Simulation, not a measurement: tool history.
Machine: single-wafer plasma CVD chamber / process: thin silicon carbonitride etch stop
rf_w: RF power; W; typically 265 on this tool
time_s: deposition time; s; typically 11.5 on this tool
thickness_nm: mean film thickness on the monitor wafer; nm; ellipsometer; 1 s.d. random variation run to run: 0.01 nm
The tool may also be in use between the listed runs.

| run | hour | rf_w | time_s | wafers since the last listed run | hours since the last thermocouple change | hours since the last RF generator calibration | hours since the showerhead was replaced | hours since the gauge calibration | read-back reference wafer on the same gauge, thickness_nm | thickness_nm |
|---|---|---|---|---|---|---|---|---|---|---|
| 1 | 0.0 | 285 | 11.5 | 0 | 2168.5 | 1447.8 | 2642.0 | 266.2 | 5.927 | 6.896 |
| 2 | 16.8 | 285 | 11.5 | 682 | 2185.3 | 1464.6 | 2658.8 | 283.0 | 5.929 | 6.892 |
| 3 | 104.4 | 265 | 11.5 | 3556 | 2272.9 | 1552.2 | 2746.4 | 370.6 | 5.931 | 6.738 |
| 4 | 123.7 | 265 | 11.5 | 783 | 2292.2 | 1571.5 | 2765.7 | 389.9 | 5.930 | 6.735 |
| 5 | 156.5 | 265 | 11.5 | 1331 | 2325.0 | 1604.3 | 2798.5 | 422.7 | 5.930 | 6.744 |
| 6 | 178.1 | 265 | 11.5 | 876 | 2346.6 | 1625.9 | 2820.1 | 444.3 | 5.932 | 6.718 |
| 7 | 201.6 | 265 | 11.5 | 954 | 2370.1 | 1649.4 | 2843.6 | 467.8 | 5.930 | 6.741 |
|  | 217.1 | showerhead replaced |
| 8 | 227.0 | 265 | 11.5 | 706 | 2395.5 | 1674.8 | 9.9 | 493.2 | 5.929 | 6.729 |
| 9 | 245.5 | 265 | 11.5 | 751 | 2414.0 | 1693.3 | 28.4 | 511.7 | 5.934 | 6.728 |
| 10 | 268.2 | 265 | 11.5 | 921 | 2436.7 | 1716.0 | 51.1 | 534.4 | 5.929 | 6.712 |
| 11 | 301.5 | 265 | 11.5 | 1351 | 2470.0 | 1749.3 | 84.4 | 567.7 | 5.932 | 6.719 |
| 12 | 314.2 | 265 | 11.5 | 515 | 2482.7 | 1762.0 | 97.1 | 580.4 | 5.929 | 6.725 |
| 13 | 328.4 | 265 | 11.5 | 576 | 2496.9 | 1776.2 | 111.3 | 594.6 | 5.930 | 6.712 |
|  | 331.0 | gauge calibrated |
| 14 | 361.8 | 265 | 11.5 | 1356 | 2530.3 | 1809.6 | 144.7 | 30.8 | 5.930 | 6.692 |
| 15 | 376.1 | 265 | 11.5 | 580 | 2544.6 | 1823.9 | 159.0 | 45.1 | 5.928 | 6.717 |
| 16 | 390.4 | 240 | 12.7 | 580 | 2558.9 | 1838.2 | 173.3 | 59.4 | 5.930 | 7.202 |
| 17 | 408.3 | 265 | 11.5 | 726 | 2576.8 | 1856.1 | 191.2 | 77.3 | 5.928 | 6.701 |
| 18 | 443.5 | 310 | 12.1 | 1429 | 2612.0 | 1891.3 | 226.4 | 112.5 | 5.930 | 7.402 |
| 19 | 477.0 | 265 | 11.5 | 1360 | 2645.5 | 1924.8 | 259.9 | 146.0 | 5.927 | 6.697 |
| 20 | 499.8 | 290 | 10.2 | 925 | 2668.3 | 1947.6 | 282.7 | 168.8 | 5.929 | 6.108 |
| 21 | 536.2 | 215 | 9.7 | 1477 | 2704.7 | 1984.0 | 319.1 | 205.2 | 5.930 | 5.301 |
| 22 | 552.2 | 240 | 9.9 | 649 | 2720.7 | 2000.0 | 335.1 | 221.2 | 5.932 | 5.587 |
| 23 | 570.1 | 245 | 10.7 | 726 | 2738.6 | 2017.9 | 353.0 | 239.1 | 5.931 | 6.071 |
|  | 586.1 | RF generator calibrated |
| 24 | 586.6 | 265 | 12.7 | 345 | 2755.1 | 0.5 | 369.5 | 255.6 | 5.932 | 7.609 |
|  | 600.6 | thermocouple changed; heater temperature recalibrated |
| 25 | 609.1 | 230 | 13.2 | 588 | 8.5 | 23.0 | 392.0 | 278.1 | 5.931 | 7.573 |
| 26 | 630.9 | 305 | 12.3 | 885 | 30.3 | 44.8 | 413.8 | 299.9 | 5.929 | 7.693 |
| 27 | 661.1 | 265 | 13.0 | 1226 | 60.5 | 75.0 | 444.0 | 330.1 | 5.931 | 7.772 |
| 28 | 687.6 | 300 | 11.5 | 1075 | 87.0 | 101.5 | 470.5 | 356.6 | 5.930 | 7.146 |
| 29 | 711.5 | 285 | 12.9 | 970 | 110.9 | 125.4 | 494.4 | 380.5 | 5.928 | 7.878 |
| 30 | 745.0 | 265 | 11.5 | 1360 | 144.4 | 158.9 | 527.9 | 414.0 | 5.931 | 6.866 |
| 31 | 768.1 | 220 | 12.7 | 937 | 167.5 | 182.0 | 551.0 | 437.1 | 5.929 | 7.164 |
| 32 | 787.9 | 265 | 11.5 | 803 | 187.3 | 201.8 | 570.8 | 456.9 | 5.928 | 6.852 |
| 33 | 814.8 | 310 | 12.1 | 1092 | 214.2 | 228.7 | 597.7 | 483.8 | 5.927 | 7.573 |
| 34 | 848.4 | 250 | 13.6 | 1364 | 247.8 | 262.3 | 631.3 | 517.4 | 5.930 | 7.959 |
|  | 860.1 | gauge calibrated |
| 35 | 867.3 | 235 | 10.0 | 767 | 266.7 | 281.2 | 650.2 | 7.2 | 5.930 | 5.757 |

What the log doesn't show, run by run:
wafer temperature above the value expected at the setpoint (K): 0 on each run
gauge reads high (%): 0 on each run
H1: delivered RF power above the setpoint (%)
| run | H1 |
|---|---|
| 1 | -6.55 |
| 2 | -6.62 |
| 3 | -7 |
| 4 | -7.09 |
| 5 | -7.23 |
| 6 | -7.32 |
| 7 | -7.42 |
| 8 | -7.53 |
| 9 | -7.61 |
| 10 | -7.71 |
| 11 | -7.86 |
| 12 | -7.91 |
| 13 | -7.97 |
| 14 | -8.12 |
| 15 | -8.18 |
| 16 | -8.24 |
| 17 | -8.32 |
| 18 | -8.47 |
| 19 | -8.62 |
| 20 | -8.71 |
| 21 | -8.87 |
| 22 | -8.94 |
| 23 | -9.02 |
| 24 | -0.314 |
| 25 | -0.411 |
| 26 | -0.505 |
| 27 | -0.636 |
| 28 | -0.751 |
| 29 | -0.854 |
| 30 | -0.999 |
| 31 | -1.1 |
| 32 | -1.18 |
| 33 | -1.3 |
| 34 | -1.45 |
| 35 | -1.53 |

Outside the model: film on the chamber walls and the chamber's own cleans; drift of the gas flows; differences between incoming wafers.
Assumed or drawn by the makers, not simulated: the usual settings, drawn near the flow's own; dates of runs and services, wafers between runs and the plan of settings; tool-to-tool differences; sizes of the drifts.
